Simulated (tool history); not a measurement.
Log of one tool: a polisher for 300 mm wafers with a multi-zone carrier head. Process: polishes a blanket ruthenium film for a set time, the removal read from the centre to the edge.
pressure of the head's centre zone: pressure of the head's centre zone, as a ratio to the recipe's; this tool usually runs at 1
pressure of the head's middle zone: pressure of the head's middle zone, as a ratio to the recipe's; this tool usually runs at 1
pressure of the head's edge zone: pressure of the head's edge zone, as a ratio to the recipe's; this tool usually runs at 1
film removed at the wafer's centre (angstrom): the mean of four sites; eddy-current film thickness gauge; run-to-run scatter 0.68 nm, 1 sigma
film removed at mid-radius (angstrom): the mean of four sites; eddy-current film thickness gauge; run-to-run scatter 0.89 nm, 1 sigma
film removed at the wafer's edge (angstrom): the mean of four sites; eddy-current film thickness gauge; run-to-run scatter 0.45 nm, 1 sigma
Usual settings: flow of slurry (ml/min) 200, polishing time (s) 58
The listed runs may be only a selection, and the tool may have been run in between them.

| run | hour | flow of slurry (ml/min) | pressure of the head's centre zone | pressure of the head's middle zone | pressure of the head's edge zone | polishing time (s) | incoming thickness of the incoming film, nm | film removed at the wafer's centre (angstrom) | film removed at mid-radius (angstrom) | film removed at the wafer's edge (angstrom) |
|---|---|---|---|---|---|---|---|---|---|---|
| 1 | 0 | 200 | 1 | 1 | 1.08 | 58 | 479.7 | 577 | 571 | 605 |
| 2 | 6.3 | 200 | 1 | 1 | 1.08 | 58 | 472.8 | 589 | 572 | 600 |
| 3 | 18.2 | 200 | 1 | 1 | 1.08 | 58 | 467.2 | 569 | 567 | 599 |
|  | 21.5 | centre zone pressure recalibrated |
| 4 | 34.2 | 245 | 1 | 0.95 | 1 | 58 | 466.3 | 555 | 550 | 569 |
| 5 | 46.2 | 200 | 1 | 1 | 0.91 | 58 | 468.7 | 561 | 555 | 531 |
| 6 | 55.5 | 200 | 1 | 0.94 | 1 | 66 | 475.2 | 617 | 567 | 624 |
| 7 | 68 | 145 | 1 | 1 | 1.1 | 58 | 473.1 | 513 | 510 | 553 |
| 8 | 74 | 140 | 1.11 | 1 | 1 | 58 | 466.4 | 541 | 505 | 522 |
| 9 | 84.1 | 200 | 1 | 1 | 1 | 58 | 466 | 522 | 513 | 528 |
|  | 89.9 | worn pad replaced by a new one |
|  | 94.8 | carrier head's membrane replaced by a new one |
| 10 | 100.8 | 200 | 1 | 1 | 1 | 58 | 468.1 | 580 | 575 | 572 |
|  | 116.8 | slurry nozzle cleaned |
| 11 | 117.3 | 230 | 1 | 1 | 1 | 58 | 474.1 | 577 | 569 | 577 |
| 12 | 131.4 | 220 | 1 | 1 | 1 | 58 | 471.9 | 565 | 563 | 572 |
| 13 | 145.1 | 200 | 1 | 1 | 1 | 58 | 473.2 | 553 | 550 | 552 |
| 14 | 161.9 | 200 | 1 | 1 | 1 | 58 | 473.5 | 532 | 537 | 546 |
| 15 | 179.5 | 200 | 1 | 1.06 | 1 | 58 | 469.3 | 519 | 539 | 529 |
|  | 204.5 | worn pad replaced by a new one |
| 16 | 205 | 175 | 1 | 1.09 | 1 | 58 | 470.8 | 591 | 614 | 595 |
| 17 | 215.9 | 200 | 1 | 1 | 1 | 45 | 466.6 | 453 | 456 | 453 |
| 18 | 227.6 | 130 | 0.96 | 1 | 1 | 58 | 466.8 | 537 | 546 | 569 |
| 19 | 244.7 | 200 | 1 | 1 | 1 | 58 | 465.6 | 567 | 568 | 570 |
| 20 | 258.5 | 150 | 1 | 0.92 | 1 | 58 | 470.3 | 542 | 496 | 552 |
| 21 | 265.1 | 200 | 1 | 1 | 0.95 | 48 | 466.4 | 456 | 462 | 452 |
| 22 | 278.2 | 200 | 1 | 1 | 1 | 58 | 475.4 | 555 | 534 | 548 |
|  | 287.7 | edge zone pressure recalibrated |
| 23 | 292 | 200 | 1 | 1 | 1 | 71 | 471.8 | 649 | 631 | 666 |

Hidden state, per run?
slurry flow missing at the pad, %: 0 at every run
deviation of the centre zone's pressure from its setpoint, %: 0 at every run
deviation of the edge zone's pressure from its setpoint, %: 0 at every run
H1: removal rate lost through wear of the pad, %
| run | H1 |
|---|---|
| 1 | 2.65 |
| 2 | 3.36 |
| 3 | 4.71 |
| 4 | 6.53 |
| 5 | 7.89 |
| 6 | 8.95 |
| 7 | 10.4 |
| 8 | 11 |
| 9 | 12.2 |
| 10 | 3.33 |
| 11 | 5.21 |
| 12 | 6.81 |
| 13 | 8.36 |
| 14 | 10.3 |
| 15 | 12.3 |
| 16 | 0.64 |
| 17 | 1.88 |
| 18 | 3.2 |
| 19 | 5.14 |
| 20 | 6.71 |
| 21 | 7.46 |
| 22 | 8.95 |
| 23 | 10.5 |
